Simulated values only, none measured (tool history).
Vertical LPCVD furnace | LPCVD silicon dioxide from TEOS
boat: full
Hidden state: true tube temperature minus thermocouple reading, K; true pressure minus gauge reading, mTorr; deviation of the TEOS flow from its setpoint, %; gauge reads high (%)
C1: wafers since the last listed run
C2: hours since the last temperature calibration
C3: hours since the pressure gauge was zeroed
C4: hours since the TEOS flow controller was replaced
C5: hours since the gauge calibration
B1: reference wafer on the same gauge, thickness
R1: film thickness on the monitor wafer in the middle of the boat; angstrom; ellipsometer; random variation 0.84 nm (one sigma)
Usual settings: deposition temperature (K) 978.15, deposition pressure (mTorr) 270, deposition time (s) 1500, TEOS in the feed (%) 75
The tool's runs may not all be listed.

Run 1, hour 0.0: usual settings; C1 0; C2 913.7; C3 3232.9; C4 2793.9; C5 2996.5; B1 185.30. Result: R1 2161.8 angstrom.
Run 2, hour 102.3: usual settings; C1 1545; C2 1016.0; C3 3335.2; C4 2896.2; C5 3098.8; B1 184.97. Result: R1 2197.4 angstrom.
Run 3, hour 147.9: usual settings; C1 689; C2 1061.6; C3 3380.8; C4 2941.8; C5 3144.4; B1 184.94. Result: R1 2192.9 angstrom.
Run 4, hour 227.0: usual settings; C1 1195; C2 1140.7; C3 3459.9; C4 3020.9; C5 3223.5; B1 185.14. Result: R1 2198.9 angstrom.
Run 5, hour 290.4: usual settings but deposition time (s) 1110; C1 958; C2 1204.1; C3 3523.3; C4 3084.3; C5 3286.9; B1 185.12. Result: R1 1625.9 angstrom.
Run 6, hour 361.1: usual settings but deposition time (s) 1110; C1 1068; C2 1274.8; C3 3594.0; C4 3155.0; C5 3357.6; B1 184.75. Result: R1 1639.3 angstrom.
At hour 425.1: gauge calibrated.
Run 7, hour 632.8: usual settings; C1 4105; C2 1546.5; C3 3865.7; C4 3426.7; C5 207.7; B1 185.21. Result: R1 2220.6 angstrom.
Run 8, hour 693.6: usual settings; C1 918; C2 1607.3; C3 3926.5; C4 3487.5; C5 268.5; B1 184.86. Result: R1 2216.0 angstrom.
Run 9, hour 780.6: usual settings; C1 1314; C2 1694.3; C3 4013.5; C4 3574.5; C5 355.5; B1 184.69. Result: R1 2252.4 angstrom.
Run 10, hour 854.2: usual settings but deposition time (s) 1230; C1 1112; C2 1767.9; C3 4087.1; C4 3648.1; C5 429.1; B1 184.82. Result: R1 1832.5 angstrom.
Run 11, hour 898.2: usual settings but deposition time (s) 1230; C1 664; C2 1811.9; C3 4131.1; C4 3692.1; C5 473.1; B1 184.99. Result: R1 1840.0 angstrom.
Run 12, hour 957.2: usual settings but deposition time (s) 1230; C1 891; C2 1870.9; C3 4190.1; C4 3751.1; C5 532.1; B1 185.22. Result: R1 1839.9 angstrom.
Run 13, hour 1058.1: usual settings but deposition temperature (K) 968.15, deposition time (s) 1230; C1 1524; C2 1971.8; C3 4291.0; C4 3852.0; C5 633.0; B1 185.18. Result: R1 1464.4 angstrom.
Run 14, hour 1132.6: usual settings but deposition temperature (K) 966.15, deposition pressure (mTorr) 290; C1 1125; C2 2046.3; C3 4365.5; C4 3926.5; C5 707.5; B1 184.79. Result: R1 1773.2 angstrom.
At hour 1166.9: pressure gauge zeroed.
At hour 1186.4: TEOS flow controller replaced.
Run 15, hour 1210.8: usual settings; C1 524; C2 2124.5; C3 43.9; C4 24.4; C5 785.7; B1 185.13. Result: R1 2219.7 angstrom.
Run 16, hour 1316.3: usual settings; C1 1594; C2 2230.0; C3 149.4; C4 129.9; C5 891.2; B1 185.15. Result: R1 2212.8 angstrom.
Run 17, hour 1416.3: usual settings; C1 1511; C2 2330.0; C3 249.4; C4 229.9; C5 991.2; B1 185.06. Result: R1 2229.8 angstrom.
Run 18, hour 1464.4: usual settings but deposition pressure (mTorr) 245, deposition time (s) 1290; C1 726; C2 2378.1; C3 297.5; C4 278.0; C5 1039.3; B1 184.55. Result: R1 1814.5 angstrom.
Run 19, hour 1512.5: usual settings but deposition time (s) 1950, TEOS in the feed (%) 82; C1 726; C2 2426.2; C3 345.6; C4 326.1; C5 1087.4; B1 185.04. Result: R1 3055.5 angstrom.
Run 20, hour 1700.0: usual settings; C1 2833; C2 2613.7; C3 533.1; C4 513.6; C5 1274.9; B1 185.14. Result: R1 2259.1 angstrom.
At hour 1734.6: thermocouples replaced and temperature profile calibrated.
Run 21, hour 1738.2: usual settings but deposition pressure (mTorr) 335, deposition time (s) 1320; C1 214; C2 3.6; C3 571.3; C4 551.8; C5 1313.1; B1 184.83. Result: R1 2082.4 angstrom.
Run 22, hour 1809.5: usual settings but TEOS in the feed (%) 71; C1 1077; C2 74.9; C3 642.6; C4 623.1; C5 1384.4; B1 185.12. Result: R1 2068.3 angstrom.
Run 23, hour 1913.0: usual settings but deposition temperature (K) 984.15, deposition pressure (mTorr) 245, TEOS in the feed (%) 85; C1 1563; C2 178.4; C3 746.1; C4 726.6; C5 1487.9; B1 185.24. Result: R1 2473.4 angstrom.
Run 24, hour 2003.2: usual settings but deposition temperature (K) 967.15, deposition pressure (mTorr) 225; C1 1363; C2 268.6; C3 836.3; C4 816.8; C5 1578.1; B1 184.96. Result: R1 1512.6 angstrom.
Run 25, hour 2082.2: usual settings; C1 1193; C2 347.6; C3 915.3; C4 895.8; C5 1657.1; B1 184.68. Result: R1 2141.0 angstrom.
Run 26, hour 2176.7: usual settings; C1 1427; C2 442.1; C3 1009.8; C4 990.3; C5 1751.6; B1 185.14. Result: R1 2147.0 angstrom.
Run 27, hour 2273.0: usual settings but deposition pressure (mTorr) 300, deposition time (s) 1290; C1 1455; C2 538.4; C3 1106.1; C4 1086.6; C5 1847.9; B1 184.90. Result: R1 1961.1 angstrom.
Run 28, hour 2376.5: usual settings but deposition pressure (mTorr) 300, TEOS in the feed (%) 67; C1 1563; C2 641.9; C3 1209.6; C4 1190.1; C5 1951.4; B1 184.96. Result: R1 2166.8 angstrom.
Run 29, hour 2467.2: usual settings but deposition time (s) 1230; C1 1370; C2 732.6; C3 1300.3; C4 1280.8; C5 2042.1; B1 184.89. Result: R1 1773.7 angstrom.
Run 30, hour 2509.0: usual settings but deposition temperature (K) 983.15, deposition pressure (mTorr) 230, deposition time (s) 1740, TEOS in the feed (%) 64; C1 631; C2 774.4; C3 1342.1; C4 1322.6; C5 2083.9; B1 185.09. Result: R1 2410.9 angstrom.

Forecast each of these 5 alternatives for the next run:
Run A, hour 2513.8: usual settings; C1 72; C2 779.2; C3 1346.9; C4 1327.4; C5 2088.7; B1 ?. Result: R1 ?.
Run B, hour 2513.8: usual settings but deposition time (s) 1260; C1 72; C2 779.2; C3 1346.9; C4 1327.4; C5 2088.7; B1 ?. Result: R1 ?.
Run C, hour 2513.8: usual settings but deposition temperature (K) 973.15; C1 72; C2 779.2; C3 1346.9; C4 1327.4; C5 2088.7; B1 ?. Result: R1 ?.
Run D, hour 2513.8: usual settings but deposition temperature (K) 969.15, deposition pressure (mTorr) 220, deposition time (s) 1320; C1 72; C2 779.2; C3 1346.9; C4 1327.4; C5 2088.7; B1 ?. Result: R1 ?.
Run E, hour 2513.8: usual settings but deposition temperature (K) 973.15, deposition time (s) 1860; C1 72; C2 779.2; C3 1346.9; C4 1327.4; C5 2088.7; B1 ?. Result: R1 ?.

run      B1      R1
  A  185.08  2160.7
  B  185.08  1815.0
  C  185.08  1925.2
  D  185.08  1397.1
  E  185.08  2387.3
Without the tool's hidden state the same runs would have given:
run      R1
  A  2073.4
  B  1741.6
  C  1846.9
  D  1336.2
  E  2290.1

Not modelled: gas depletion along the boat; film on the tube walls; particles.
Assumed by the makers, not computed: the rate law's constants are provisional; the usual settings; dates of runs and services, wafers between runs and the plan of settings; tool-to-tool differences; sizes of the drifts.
